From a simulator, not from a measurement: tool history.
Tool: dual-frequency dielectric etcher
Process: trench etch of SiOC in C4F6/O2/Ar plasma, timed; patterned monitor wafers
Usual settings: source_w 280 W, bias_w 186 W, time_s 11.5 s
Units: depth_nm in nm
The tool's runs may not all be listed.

run     day  source_w  bias_w  time_s  wafers since the last listed run  hours since the last wet clean  hours since the last source power generator calibration  hours since the last bias power generator calibration  hours since the last upper electrode change  hours since the gauge calibration  read-back reference wafer on the same gauge, depth_nm  depth_nm
  1   0.000       280     186    11.5                                 0                            57.0                                                   2475.8                                                 5158.4                                       5142.2                              476.1                                                  17.60     20.89
  2   0.979       280     186    11.5                               401                            80.5                                                   2499.3                                                 5181.9                                       5165.7                              499.6                                                  17.59     20.92
  3   2.250       280     186    11.5                               520                           111.0                                                   2529.8                                                 5212.4                                       5196.2                              530.1                                                  17.60     20.89
  4   3.550       280     186    11.5                               532                           142.2                                                   2561.0                                                 5243.6                                       5227.4                              561.3                                                  17.61     20.69
  5   4.083       280     186    12.5                               218                           155.0                                                   2573.8                                                 5256.4                                       5240.2                              574.1                                                  17.61     22.62
  6   4.892       280     186    12.5                               331                           174.4                                                   2593.2                                                 5275.8                                       5259.6                              593.5                                                  17.60     22.41
  7   6.346       280     186    12.5                               595                           209.3                                                   2628.1                                                 5310.7                                       5294.5                              628.4                                                  17.60     22.29
  8   7.375       280     171    11.5                               421                           234.0                                                   2652.8                                                 5335.4                                       5319.2                              653.1                                                  17.60     19.94
  9   8.683       240     174    11.5                               536                           265.4                                                   2684.2                                                 5366.8                                       5350.6                              684.5                                                  17.59     18.64
 10  10.050       320     186    11.5                               560                           298.2                                                   2717.0                                                 5399.6                                       5383.4                              717.3                                                  17.60     21.61
     10.558  -- gauge calibrated
 11  10.671       320     186    11.5                               254                           313.1                                                   2731.9                                                 5414.5                                       5398.3                                2.7                                                  17.61     21.41
 12  11.196       280     186    11.5                               215                           325.7                                                   2744.5                                                 5427.1                                       5410.9                               15.3                                                  17.60     20.36
     11.879  -- bias power generator calibrated
 13  11.900       280     186    11.5                               220                           342.6                                                   2761.4                                                    0.5                                       5427.8                               32.2                                                  17.60     20.41
 14  12.483       280     186    11.5                               239                           356.6                                                   2775.4                                                   14.5                                       5441.8                               46.2                                                  17.59     20.18
 15  13.583       300     186    11.5                               450                           383.0                                                   2801.8                                                   40.9                                       5468.2                               72.6                                                  17.60     20.71
     14.617  -- source power generator calibrated
 16  14.638       230     206    10.5                               363                           408.3                                                      0.5                                                   66.2                                       5493.5                               97.9                                                  17.59     17.57
 17  16.042       280     186    11.5                               575                           442.0                                                     34.2                                                   99.9                                       5527.2                              131.6                                                  17.60     20.01
     17.479  -- wet clean of the chamber
 18  17.521       220     159    11.5                               196                             1.0                                                     69.7                                                  135.4                                       5562.7                              167.1                                                  17.60     18.28
     19.942  -- upper electrode replaced
 19  19.962       260     232     9.0                               590                            59.6                                                    128.3                                                  194.0                                          0.5                              225.7                                                  17.61     17.06
 20  19.975       250     217    10.0                                 5                            59.9                                                    128.6                                                  194.3                                          0.8                              226.0                                                  17.61     18.30
 21  20.271       280     204    13.5                               121                            67.0                                                    135.7                                                  201.4                                          7.9                              233.1                                                  17.60     25.22
 22  20.829       280     173     9.5                               228                            80.4                                                    149.1                                                  214.8                                         21.3                              246.5                                                  17.60     16.96
 23  21.604       220     186     8.0                               317                            99.0                                                    167.7                                                  233.4                                         39.9                              265.1                                                  17.58     13.15
 24  22.862       280     186    13.0                               515                           129.2                                                    197.9                                                  263.6                                         70.1                              295.3                                                  17.60     23.33
 25  23.875       280     186    11.5                               414                           153.5                                                    222.2                                                  287.9                                         94.4                              319.6                                                  17.61     20.76
 26  24.783       300     218    14.0                               372                           175.3                                                    244.0                                                  309.7                                        116.2                              341.4                                                  17.60     27.04
 27  25.288       280     172    11.5                               206                           187.4                                                    256.1                                                  321.8                                        128.3                              353.5                                                  17.58     20.12
 28  26.617       280     158    13.5                               544                           219.3                                                    288.0                                                  353.7                                        160.2                              385.4                                                  17.58     22.99
 29  27.550       280     186    11.5                               382                           241.7                                                    310.4                                                  376.1                                        182.6                              407.8                                                  17.60     20.56

4 ways to go on from here, each from the tool as it stands after run 29. What would each give?
  A  27.567       280     186    11.5                                 6                           242.1                                                    310.8                                                  376.5                                        183.0                              408.2                                                      ?         ?
  B  27.567       280     224    14.0                                 6                           242.1                                                    310.8                                                  376.5                                        183.0                              408.2                                                      ?         ?
  C  27.567       280     186    14.5                                 6                           242.1                                                    310.8                                                  376.5                                        183.0                              408.2                                                      ?         ?
  D  27.567       280     224     9.5                                 6                           242.1                                                    310.8                                                  376.5                                        183.0                              408.2                                                      ?         ?

run  read-back reference wafer on the same gauge, depth_nm  depth_nm
  A                                                  17.60     20.50
  B                                                  17.60     26.45
  C                                                  17.60     25.85
  D                                                  17.60     17.95
Without the tool's hidden state the same runs would have given:
run  depth_nm
  A     21.17
  B     27.31
  C     26.69
  D     18.53
